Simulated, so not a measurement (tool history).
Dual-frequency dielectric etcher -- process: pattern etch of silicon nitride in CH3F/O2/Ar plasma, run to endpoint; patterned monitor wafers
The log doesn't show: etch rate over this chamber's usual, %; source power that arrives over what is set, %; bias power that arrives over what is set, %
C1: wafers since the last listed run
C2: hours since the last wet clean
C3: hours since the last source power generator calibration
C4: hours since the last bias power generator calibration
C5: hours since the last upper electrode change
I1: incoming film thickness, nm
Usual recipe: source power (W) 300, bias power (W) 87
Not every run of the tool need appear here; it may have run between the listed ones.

run 1 hour=0 | source_power_(W)=300 bias_power_(W)=87 | C1=0 C2=236 C3=3653.9 C4=4426.2 C5=4378.5 | I1=33.06 | endpoint_time_(s)=54.1
run 2 hour=6.5 | source_power_(W)=300 bias_power_(W)=87 | C1=97 C2=242.5 C3=3660.4 C4=4432.7 C5=4385 | I1=32.5 | endpoint_time_(s)=53.7
run 3 hour=22.6 | source_power_(W)=300 bias_power_(W)=87 | C1=242 C2=258.6 C3=3676.5 C4=4448.8 C5=4401.1 | I1=33.08 | endpoint_time_(s)=54.7
run 4 hour=66 | source_power_(W)=300 bias_power_(W)=87 | C1=652 C2=302 C3=3719.9 C4=4492.2 C5=4444.5 | I1=32.97 | endpoint_time_(s)=54.5
run 5 hour=72.9 | source_power_(W)=300 bias_power_(W)=87 | C1=103 C2=308.9 C3=3726.8 C4=4499.1 C5=4451.4 | I1=33 | endpoint_time_(s)=54.8
run 6 hour=87.1 | source_power_(W)=300 bias_power_(W)=87 | C1=213 C2=323.1 C3=3741 C4=4513.3 C5=4465.6 | I1=32.49 | endpoint_time_(s)=53.7
run 7 hour=103.4 | source_power_(W)=250 bias_power_(W)=80 | C1=245 C2=339.4 C3=3757.3 C4=4529.6 C5=4481.9 | I1=32.87 | endpoint_time_(s)=61.6
run 8 hour=110.4 | source_power_(W)=300 bias_power_(W)=87 | C1=105 C2=346.4 C3=3764.3 C4=4536.6 C5=4488.9 | I1=33.02 | endpoint_time_(s)=54.4
-- hour=138.7 upper electrode replaced
run 9 hour=139.2 | source_power_(W)=300 bias_power_(W)=87 | C1=72 C2=375.2 C3=3793.1 C4=4565.4 C5=0.5 | I1=32.58 | endpoint_time_(s)=53.7
run 10 hour=139.5 | source_power_(W)=300 bias_power_(W)=87 | C1=4 C2=375.5 C3=3793.4 C4=4565.7 C5=0.8 | I1=32.59 | endpoint_time_(s)=54
run 11 hour=144.1 | source_power_(W)=300 bias_power_(W)=87 | C1=69 C2=380.1 C3=3798 C4=4570.3 C5=5.4 | I1=32.87 | endpoint_time_(s)=54.9
run 12 hour=153 | source_power_(W)=300 bias_power_(W)=87 | C1=133 C2=389 C3=3806.9 C4=4579.2 C5=14.3 | I1=32.93 | endpoint_time_(s)=54.6
run 13 hour=163.3 | source_power_(W)=300 bias_power_(W)=87 | C1=154 C2=399.3 C3=3817.2 C4=4589.5 C5=24.6 | I1=33.01 | endpoint_time_(s)=54.8
run 14 hour=169.3 | source_power_(W)=300 bias_power_(W)=82 | C1=90 C2=405.3 C3=3823.2 C4=4595.5 C5=30.6 | I1=33.03 | endpoint_time_(s)=57
run 15 hour=183 | source_power_(W)=300 bias_power_(W)=82 | C1=205 C2=419 C3=3836.9 C4=4609.2 C5=44.3 | I1=33.36 | endpoint_time_(s)=57.5
run 16 hour=193.2 | source_power_(W)=260 bias_power_(W)=87 | C1=153 C2=429.2 C3=3847.1 C4=4619.4 C5=54.5 | I1=33.1 | endpoint_time_(s)=58.4
run 17 hour=202.9 | source_power_(W)=270 bias_power_(W)=80 | C1=145 C2=438.9 C3=3856.8 C4=4629.1 C5=64.2 | I1=32.82 | endpoint_time_(s)=60
run 18 hour=215.7 | source_power_(W)=240 bias_power_(W)=101 | C1=192 C2=451.7 C3=3869.6 C4=4641.9 C5=77 | I1=32.73 | endpoint_time_(s)=55.2
run 19 hour=222.4 | source_power_(W)=300 bias_power_(W)=87 | C1=100 C2=458.4 C3=3876.3 C4=4648.6 C5=83.7 | I1=32.78 | endpoint_time_(s)=55
run 20 hour=231.8 | source_power_(W)=350 bias_power_(W)=106 | C1=141 C2=467.8 C3=3885.7 C4=4658 C5=93.1 | I1=33.12 | endpoint_time_(s)=46.3
-- hour=241.3 bias power generator calibrated
run 21 hour=241.8 | source_power_(W)=300 bias_power_(W)=87 | C1=90 C2=477.8 C3=3895.7 C4=0.5 C5=103.1 | I1=32.87 | endpoint_time_(s)=54.8
-- hour=266 wet clean of the chamber
run 22 hour=266.5 | source_power_(W)=320 bias_power_(W)=68 | C1=10 C2=0.5 C3=3920.4 C4=25.2 C5=127.8 | I1=32.94 | endpoint_time_(s)=60.5
run 23 hour=266.8 | source_power_(W)=300 bias_power_(W)=87 | C1=4 C2=0.8 C3=3920.7 C4=25.5 C5=128.1 | I1=33.1 | endpoint_time_(s)=53.9
run 24 hour=271.2 | source_power_(W)=300 bias_power_(W)=87 | C1=66 C2=5.2 C3=3925.1 C4=29.9 C5=132.5 | I1=32.76 | endpoint_time_(s)=53.4
-- hour=283.1 source power generator calibrated
run 25 hour=284.5 | source_power_(W)=300 bias_power_(W)=87 | C1=139 C2=18.5 C3=1.4 C4=43.2 C5=145.8 | I1=32.98 | endpoint_time_(s)=53.9
run 26 hour=299.4 | source_power_(W)=230 bias_power_(W)=87 | C1=223 C2=33.4 C3=16.3 C4=58.1 C5=160.7 | I1=33.51 | endpoint_time_(s)=61.1
run 27 hour=308.6 | source_power_(W)=280 bias_power_(W)=68 | C1=138 C2=42.6 C3=25.5 C4=67.3 C5=169.9 | I1=33.05 | endpoint_time_(s)=64.2
run 28 hour=315.8 | source_power_(W)=260 bias_power_(W)=68 | C1=108 C2=49.8 C3=32.7 C4=74.5 C5=177.1 | I1=32.53 | endpoint_time_(s)=65.3
run 29 hour=326.8 | source_power_(W)=350 bias_power_(W)=104 | C1=165 C2=60.8 C3=43.7 C4=85.5 C5=188.1 | I1=32.8 | endpoint_time_(s)=45.6
run 30 hour=335.3 | source_power_(W)=380 bias_power_(W)=76 | C1=127 C2=69.3 C3=52.2 C4=94 C5=196.6 | I1=33.01 | endpoint_time_(s)=52.9
run 31 hour=349.3 | source_power_(W)=270 bias_power_(W)=98 | C1=210 C2=83.3 C3=66.2 C4=108 C5=210.6 | I1=33.05 | endpoint_time_(s)=52.7
run 32 hour=358 | source_power_(W)=300 bias_power_(W)=69 | C1=130 C2=92 C3=74.9 C4=116.7 C5=219.3 | I1=32.98 | endpoint_time_(s)=61.9
run 33 hour=375.1 | source_power_(W)=240 bias_power_(W)=72 | C1=257 C2=109.1 C3=92 C4=133.8 C5=236.4 | I1=32.96 | endpoint_time_(s)=66.7
run 34 hour=391.7 | source_power_(W)=360 bias_power_(W)=107 | C1=249 C2=125.7 C3=108.6 C4=150.4 C5=253 | I1=32.81 | endpoint_time_(s)=44.4

Alternative continuations, all from the tool just after run 34; predict every row:
run A hour=392.1 | source_power_(W)=330 bias_power_(W)=87 | C1=6 C2=126.1 C3=109 C4=150.8 C5=253.4 | I1=32.84 | endpoint_time_(s)=?
run B hour=392.1 | source_power_(W)=250 bias_power_(W)=87 | C1=6 C2=126.1 C3=109 C4=150.8 C5=253.4 | I1=32.84 | endpoint_time_(s)=?
run C hour=392.1 | source_power_(W)=280 bias_power_(W)=77 | C1=6 C2=126.1 C3=109 C4=150.8 C5=253.4 | I1=32.84 | endpoint_time_(s)=?
run D hour=392.1 | source_power_(W)=300 bias_power_(W)=73 | C1=6 C2=126.1 C3=109 C4=150.8 C5=253.4 | I1=32.84 | endpoint_time_(s)=?

run=A endpoint_time_(s)=52.1
run=B endpoint_time_(s)=58.3
run=C endpoint_time_(s)=59.9
run=D endpoint_time_(s)=60.1
Without the tool's hidden state the same runs would have given:
run=A endpoint_time_(s)=51.6
run=B endpoint_time_(s)=57.9
run=C endpoint_time_(s)=59.4
run=D endpoint_time_(s)=59.6

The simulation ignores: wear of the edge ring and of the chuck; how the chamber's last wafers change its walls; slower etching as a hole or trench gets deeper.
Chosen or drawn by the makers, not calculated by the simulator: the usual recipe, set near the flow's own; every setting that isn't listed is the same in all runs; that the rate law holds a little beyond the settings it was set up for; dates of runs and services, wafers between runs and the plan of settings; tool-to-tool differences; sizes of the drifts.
